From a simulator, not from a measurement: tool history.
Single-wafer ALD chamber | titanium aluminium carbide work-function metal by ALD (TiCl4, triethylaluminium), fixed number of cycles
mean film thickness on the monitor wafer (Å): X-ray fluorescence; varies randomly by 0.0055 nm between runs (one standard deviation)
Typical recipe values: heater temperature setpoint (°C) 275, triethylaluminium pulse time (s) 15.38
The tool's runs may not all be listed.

| run | hour | heater temperature setpoint (°C) | triethylaluminium pulse time (s) | read-back reference wafer on the same gauge, thickness_nm | mean film thickness on the monitor wafer (Å) |
|---|---|---|---|---|---|
| 1 | 0.0 | 275 | 15.38 | 1.650 | 18.70 |
| 2 | 29.2 | 275 | 15.38 | 1.651 | 18.82 |
| 3 | 50.6 | 275 | 15.38 | 1.650 | 18.87 |
| 4 | 115.9 | 275 | 15.38 | 1.649 | 18.78 |
|  | 126.9 | gauge calibrated |
| 5 | 137.0 | 275 | 15.38 | 1.649 | 18.75 |
| 6 | 172.5 | 275 | 15.38 | 1.650 | 18.77 |
| 7 | 191.9 | 275 | 15.38 | 1.649 | 18.75 |
| 8 | 210.8 | 275 | 15.38 | 1.651 | 18.74 |
| 9 | 229.6 | 275 | 15.38 | 1.651 | 18.74 |
| 10 | 244.0 | 275 | 15.38 | 1.649 | 18.68 |
| 11 | 260.3 | 271 | 15.38 | 1.649 | 18.52 |
| 12 | 280.3 | 271 | 15.38 | 1.651 | 18.42 |
| 13 | 307.3 | 271 | 15.38 | 1.651 | 18.44 |
| 14 | 340.3 | 275 | 16.91 | 1.651 | 18.65 |
|  | 368.0 | showerhead replaced |
| 15 | 374.5 | 261 | 10.11 | 1.651 | 16.94 |
| 16 | 405.8 | 282 | 9.75 | 1.650 | 18.32 |
| 17 | 434.5 | 275 | 15.38 | 1.650 | 18.76 |
|  | 446.4 | triethylaluminium bottle replaced |
| 18 | 458.5 | 275 | 16.93 | 1.649 | 18.70 |
|  | 472.2 | gauge calibrated |
|  | 494.7 | thermocouple changed; heater temperature recalibrated |
| 19 | 495.2 | 287 | 9.63 | 1.650 | 19.13 |
| 20 | 522.9 | 268 | 10.37 | 1.651 | 17.91 |
| 21 | 554.4 | 265 | 15.38 | 1.651 | 18.36 |
| 22 | 575.6 | 271 | 15.38 | 1.650 | 18.89 |
| 23 | 608.3 | 281 | 19.13 | 1.651 | 19.67 |
| 24 | 639.1 | 275 | 15.38 | 1.651 | 19.08 |
| 25 | 668.8 | 287 | 19.25 | 1.650 | 19.98 |
| 26 | 684.0 | 265 | 20.95 | 1.649 | 18.34 |
| 27 | 706.9 | 266 | 17.97 | 1.648 | 18.43 |
| 28 | 720.7 | 275 | 11.53 | 1.650 | 18.64 |
| 29 | 755.0 | 275 | 15.38 | 1.649 | 19.09 |

Below are 5 alternative next runs, each starting from the tool's condition after run 29. Predict each:
| A | 755.4 | 275 | 15.38 | ? | ? |
| B | 755.4 | 266 | 21.43 | ? | ? |
| C | 755.4 | 263 | 15.38 | ? | ? |
| D | 755.4 | 275 | 21.49 | ? | ? |
| E | 755.4 | 266 | 15.38 | ? | ? |

| run | read-back reference wafer on the same gauge, thickness_nm | mean film thickness on the monitor wafer (Å) |
|---|---|---|
| A | 1.650 | 18.97 |
| B | 1.650 | 18.34 |
| C | 1.650 | 18.02 |
| D | 1.650 | 19.06 |
| E | 1.650 | 18.26 |
With no hidden state in the tool, these same runs would have given:
| run | mean film thickness on the monitor wafer (Å) |
|---|---|
| A | 19.18 |
| B | 18.54 |
| C | 18.22 |
| D | 19.26 |
| E | 18.46 |
